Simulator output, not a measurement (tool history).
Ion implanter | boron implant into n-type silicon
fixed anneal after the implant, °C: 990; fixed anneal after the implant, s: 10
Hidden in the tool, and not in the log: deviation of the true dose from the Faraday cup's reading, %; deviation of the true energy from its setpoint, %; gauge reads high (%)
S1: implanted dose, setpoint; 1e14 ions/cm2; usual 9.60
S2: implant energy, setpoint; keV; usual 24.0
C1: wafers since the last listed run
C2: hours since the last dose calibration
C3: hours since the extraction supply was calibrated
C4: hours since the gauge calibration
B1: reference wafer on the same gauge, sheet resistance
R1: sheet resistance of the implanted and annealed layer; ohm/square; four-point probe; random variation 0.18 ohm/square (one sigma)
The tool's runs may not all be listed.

{"run": 1, "hour": 0.0, "S1": 10.68, "S2": 24.0, "C1": 0, "C2": 982.4, "C3": 3725.1, "C4": 167.5, "B1": 98.9, "R1": 111.55}
{"run": 2, "hour": 92.2, "S1": 9.6, "S2": 24.0, "C1": 1898, "C2": 1074.6, "C3": 3817.3, "C4": 259.7, "B1": 99.02, "R1": 121.21}
{"run": 3, "hour": 116.0, "S1": 9.6, "S2": 24.0, "C1": 490, "C2": 1098.4, "C3": 3841.1, "C4": 283.5, "B1": 99.0, "R1": 120.95}
{"run": 4, "hour": 130.1, "S1": 9.6, "S2": 24.0, "C1": 290, "C2": 1112.5, "C3": 3855.2, "C4": 297.6, "B1": 99.0, "R1": 121.22}
{"run": 5, "hour": 152.1, "S1": 11.21, "S2": 24.0, "C1": 452, "C2": 1134.5, "C3": 3877.2, "C4": 319.6, "B1": 99.04, "R1": 107.71}
{"run": 6, "hour": 176.5, "S1": 11.21, "S2": 24.0, "C1": 502, "C2": 1158.9, "C3": 3901.6, "C4": 344.0, "B1": 98.94, "R1": 107.54}
{"run": 7, "hour": 202.3, "S1": 11.21, "S2": 24.0, "C1": 531, "C2": 1184.7, "C3": 3927.4, "C4": 369.8, "B1": 99.0, "R1": 107.57}
{"run": 8, "hour": 214.7, "S1": 8.22, "S2": 24.0, "C1": 255, "C2": 1197.1, "C3": 3939.8, "C4": 382.2, "B1": 99.09, "R1": 137.03}
{"run": 9, "hour": 230.9, "S1": 8.22, "S2": 24.0, "C1": 333, "C2": 1213.3, "C3": 3956.0, "C4": 398.4, "B1": 99.04, "R1": 136.97}
{"run": 10, "hour": 245.8, "S1": 8.86, "S2": 24.0, "C1": 306, "C2": 1228.2, "C3": 3970.9, "C4": 413.3, "B1": 99.09, "R1": 129.12}
{"run": 11, "hour": 283.7, "S1": 8.86, "S2": 24.0, "C1": 780, "C2": 1266.1, "C3": 4008.8, "C4": 451.2, "B1": 99.01, "R1": 128.86}
{"run": 12, "hour": 306.4, "S1": 8.86, "S2": 24.0, "C1": 467, "C2": 1288.8, "C3": 4031.5, "C4": 473.9, "B1": 99.0, "R1": 129.31}
{"run": 13, "hour": 319.5, "S1": 9.6, "S2": 30.0, "C1": 269, "C2": 1301.9, "C3": 4044.6, "C4": 487.0, "B1": 99.05, "R1": 119.3}
{"run": 14, "hour": 349.5, "S1": 9.6, "S2": 30.0, "C1": 617, "C2": 1331.9, "C3": 4074.6, "C4": 517.0, "B1": 99.01, "R1": 118.88}
{"run": 15, "hour": 372.4, "S1": 9.6, "S2": 30.0, "C1": 471, "C2": 1354.8, "C3": 4097.5, "C4": 539.9, "B1": 99.05, "R1": 119.25}
{"run": 16, "hour": 461.6, "S1": 9.6, "S2": 24.0, "C1": 1836, "C2": 1444.0, "C3": 4186.7, "C4": 629.1, "B1": 99.03, "R1": 120.99}
{"run": 17, "hour": 477.6, "S1": 9.6, "S2": 24.0, "C1": 329, "C2": 1460.0, "C3": 4202.7, "C4": 645.1, "B1": 99.02, "R1": 120.99}
{"run": 18, "hour": 505.0, "S1": 9.6, "S2": 24.0, "C1": 564, "C2": 1487.4, "C3": 4230.1, "C4": 672.5, "B1": 99.04, "R1": 121.13}
{"run": 19, "hour": 537.2, "S1": 9.6, "S2": 24.0, "C1": 662, "C2": 1519.6, "C3": 4262.3, "C4": 704.7, "B1": 99.04, "R1": 120.81}
{"run": 20, "hour": 550.8, "S1": 9.6, "S2": 24.0, "C1": 280, "C2": 1533.2, "C3": 4275.9, "C4": 718.3, "B1": 99.08, "R1": 121.43}
{"run": 21, "hour": 571.3, "S1": 11.05, "S2": 22.0, "C1": 422, "C2": 1553.7, "C3": 4296.4, "C4": 738.8, "B1": 98.98, "R1": 110.09}
{"run": 22, "hour": 602.7, "S1": 8.22, "S2": 24.0, "C1": 646, "C2": 1585.1, "C3": 4327.8, "C4": 770.2, "B1": 98.98, "R1": 136.73}
{"run": 23, "hour": 615.8, "S1": 7.18, "S2": 20.5, "C1": 269, "C2": 1598.2, "C3": 4340.9, "C4": 783.3, "B1": 99.01, "R1": 154.95}
{"run": 24, "hour": 649.2, "S1": 9.6, "S2": 24.0, "C1": 687, "C2": 1631.6, "C3": 4374.3, "C4": 816.7, "B1": 98.97, "R1": 121.06}
{"run": 25, "hour": 661.4, "S1": 9.6, "S2": 32.0, "C1": 251, "C2": 1643.8, "C3": 4386.5, "C4": 828.9, "B1": 99.1, "R1": 118.9}
{"run": 26, "hour": 681.2, "S1": 6.85, "S2": 19.0, "C1": 407, "C2": 1663.6, "C3": 4406.3, "C4": 848.7, "B1": 99.05, "R1": 161.88}
{"run": 27, "hour": 695.8, "S1": 8.86, "S2": 24.0, "C1": 300, "C2": 1678.2, "C3": 4420.9, "C4": 863.3, "B1": 98.99, "R1": 129.05}
{"run": 28, "hour": 730.3, "S1": 11.39, "S2": 24.0, "C1": 710, "C2": 1712.7, "C3": 4455.4, "C4": 897.8, "B1": 99.0, "R1": 106.45}
{"run": 29, "hour": 751.7, "S1": 7.14, "S2": 19.0, "C1": 440, "C2": 1734.1, "C3": 4476.8, "C4": 919.2, "B1": 99.06, "R1": 156.43}
{"run": 30, "hour": 784.6, "S1": 9.6, "S2": 24.0, "C1": 677, "C2": 1767.0, "C3": 4509.7, "C4": 952.1, "B1": 99.05, "R1": 121.08}
{"hour": 810.3, "done": "Faraday cup replaced and dose calibrated"}
{"run": 31, "hour": 814.1, "S1": 6.83, "S2": 16.0, "C1": 442, "C2": 3.8, "C3": 4539.2, "C4": 981.6, "B1": 99.0, "R1": 167.07}
{"run": 32, "hour": 841.7, "S1": 11.4, "S2": 30.5, "C1": 568, "C2": 31.4, "C3": 4566.8, "C4": 1009.2, "B1": 98.99, "R1": 105.73}
{"hour": 847.4, "done": "gauge calibrated"}
{"hour": 853.5, "done": "extraction supply calibrated"}
{"run": 33, "hour": 869.7, "S1": 9.6, "S2": 24.0, "C1": 411, "C2": 59.4, "C3": 16.2, "C4": 22.3, "B1": 99.04, "R1": 122.72}
{"run": 34, "hour": 891.2, "S1": 9.6, "S2": 24.0, "C1": 442, "C2": 80.9, "C3": 37.7, "C4": 43.8, "B1": 98.94, "R1": 122.31}
{"run": 35, "hour": 923.0, "S1": 7.62, "S2": 18.0, "C1": 654, "C2": 112.7, "C3": 69.5, "C4": 75.6, "B1": 99.1, "R1": 151.51}
{"run": 36, "hour": 1012.3, "S1": 6.77, "S2": 18.5, "C1": 1838, "C2": 202.0, "C3": 158.8, "C4": 164.9, "B1": 99.0, "R1": 165.88}
{"run": 37, "hour": 1039.2, "S1": 10.53, "S2": 20.5, "C1": 553, "C2": 228.9, "C3": 185.7, "C4": 191.8, "B1": 98.93, "R1": 115.6}
{"run": 38, "hour": 1074.1, "S1": 7.77, "S2": 24.0, "C1": 718, "C2": 263.8, "C3": 220.6, "C4": 226.7, "B1": 98.96, "R1": 145.21}

Forecast each of these 3 alternatives for the next run:
{"run": "A", "hour": 1074.5, "S1": 9.6, "S2": 24.0, "C1": 8, "C2": 264.2, "C3": 221.0, "C4": 227.1, "B1": "?", "R1": "?"}
{"run": "B", "hour": 1074.5, "S1": 7.94, "S2": 30.0, "C1": 8, "C2": 264.2, "C3": 221.0, "C4": 227.1, "B1": "?", "R1": "?"}
{"run": "C", "hour": 1074.5, "S1": 7.46, "S2": 29.0, "C1": 8, "C2": 264.2, "C3": 221.0, "C4": 227.1, "B1": "?", "R1": "?"}

run=A B1=98.96 R1=122.13
run=B B1=98.96 R1=140.41
run=C B1=98.96 R1=148.12
Without the tool's hidden state the same runs would have given:
run=A R1=122.87
run=B R1=141.30
run=C R1=149.06
